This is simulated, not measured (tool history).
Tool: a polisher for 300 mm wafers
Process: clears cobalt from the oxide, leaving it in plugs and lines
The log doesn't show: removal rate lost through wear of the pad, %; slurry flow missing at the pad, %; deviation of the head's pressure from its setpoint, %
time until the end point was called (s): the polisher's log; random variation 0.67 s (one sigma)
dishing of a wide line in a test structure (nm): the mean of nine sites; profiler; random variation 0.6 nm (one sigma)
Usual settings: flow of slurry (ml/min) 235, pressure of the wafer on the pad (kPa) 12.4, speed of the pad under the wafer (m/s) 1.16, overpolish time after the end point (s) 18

run   hour  flow of slurry (ml/min)  pressure of the wafer on the pad (kPa)  speed of the pad under the wafer (m/s)  overpolish time after the end point (s)  wafers since the last listed run  wafers polished on this pad  hours since the slurry nozzle was cleaned  hours since the head pressure was calibrated  incoming thickness of the incoming film, nm  time until the end point was called (s)  dishing of a wide line in a test structure (nm)
  1      0                      235                                    12.4                                    1.16                                       18                                 0                         1978                                      104.7                                         710.8                                        211.5                                     37.7                                             29.3
  2   16.2                      235                                    12.4                                    1.16                                       18                               137                         2115                                      120.9                                           727                                          210                                     36.8                                             30.2
      23.7  -- worn pad replaced by a new one
  3   37.8                      235                                    12.4                                    1.16                                       18                               149                          119                                      142.5                                         748.6                                        210.6                                       39                                             29.5
  4   62.3                      235                                    12.4                                    1.16                                       18                               207                          326                                        167                                         773.1                                        212.8                                     38.9                                               30
  5   88.1                      235                                    12.4                                    1.16                                       18                               218                          545                                      192.8                                         798.9                                        211.1                                     38.9                                             30.2
  6  143.9                      235                                    12.4                                    1.16                                       18                               472                         1017                                      248.6                                         854.7                                        209.3                                     38.5                                             30.1
  7  157.1                      235                                    12.4                                    1.02                                       18                               111                         1129                                      261.8                                         867.9                                        210.2                                     43.7                                             28.6
  8  169.3                      235                                    12.4                                    1.02                                       18                               103                         1232                                        274                                         880.1                                        213.3                                     44.9                                             29.8
  9  197.3                      235                                    12.4                                    1.02                                       18                               237                         1469                                        302                                         908.1                                        208.7                                     42.7                                             28.1
 10  218.1                      235                                    12.4                                    1.16                                       18                               176                         1646                                      322.8                                         928.9                                        211.3                                       39                                             30.7
     241.8  -- head pressure recalibrated
 11  243.5                      235                                    12.4                                    1.16                                       12                               198                         1844                                      348.2                                           1.7                                        212.1                                     39.8                                             27.7
     261.4  -- worn pad replaced by a new one, of another model than before
 12  265.1                      235                                    12.4                                    1.16                                       12                               149                           31                                      369.8                                          23.3                                        209.9                                     41.9                                             26.5
 13  285.2                      205                                    12.4                                    1.16                                       18                               170                          201                                      389.9                                          43.4                                        206.9                                     44.2                                             29.2
 14  310.4                      235                                    15.2                                     1.4                                       18                               213                          414                                      415.1                                          68.6                                          209                                     31.9                                             30.3
 15  326.6                      310                                    12.4                                    1.16                                        9                               137                          551                                      431.3                                          84.8                                        209.7                                     39.4                                               24
 16  341.3                      235                                    12.4                                    1.16                                       18                               124                          676                                        446                                          99.5                                        210.4                                     41.6                                             29.8
 17  363.3                      235                                    12.4                                    0.94                                       18                               186                          862                                        468                                         121.5                                        209.8                                     48.4                                             29.7
 18  398.2                      235                                    12.4                                    0.92                                       18                               295                         1158                                      502.9                                         156.4                                        211.6                                     50.4                                             28.5
     463.6  -- slurry nozzle cleaned
 19  470.8                      235                                    12.4                                    1.16                                       18                               606                         1764                                        7.2                                           229                                        211.1                                       38                                             30.7
     518.2  -- worn pad replaced by a new one
 20  530.8                      235                                    13.8                                    1.34                                       25                               474                          106                                       67.2                                           289                                          208                                     31.9                                             32.1
 21  555.2                      235                                    12.4                                    1.02                                       18                               206                          313                                       91.6                                         313.4                                        207.8                                     41.5                                             28.3
 22  583.6                      235                                    12.4                                    1.16                                        8                               240                          553                                        120                                         341.8                                        205.7                                     37.6                                             22.7

Run 23 comes next. What will it give?
 23  615.1                      235                                    15.2                                     1.4                                       11                               266                          820                                      151.5                                         373.3                                        210.3                                        ?                                                ?

time until the end point was called (s): 29.6
dishing of a wide line in a test structure (nm): 27.3
Without the tool's hidden state the same run would have given time until the end point was called (s) 28, dishing of a wide line in a test structure (nm) 27.7.
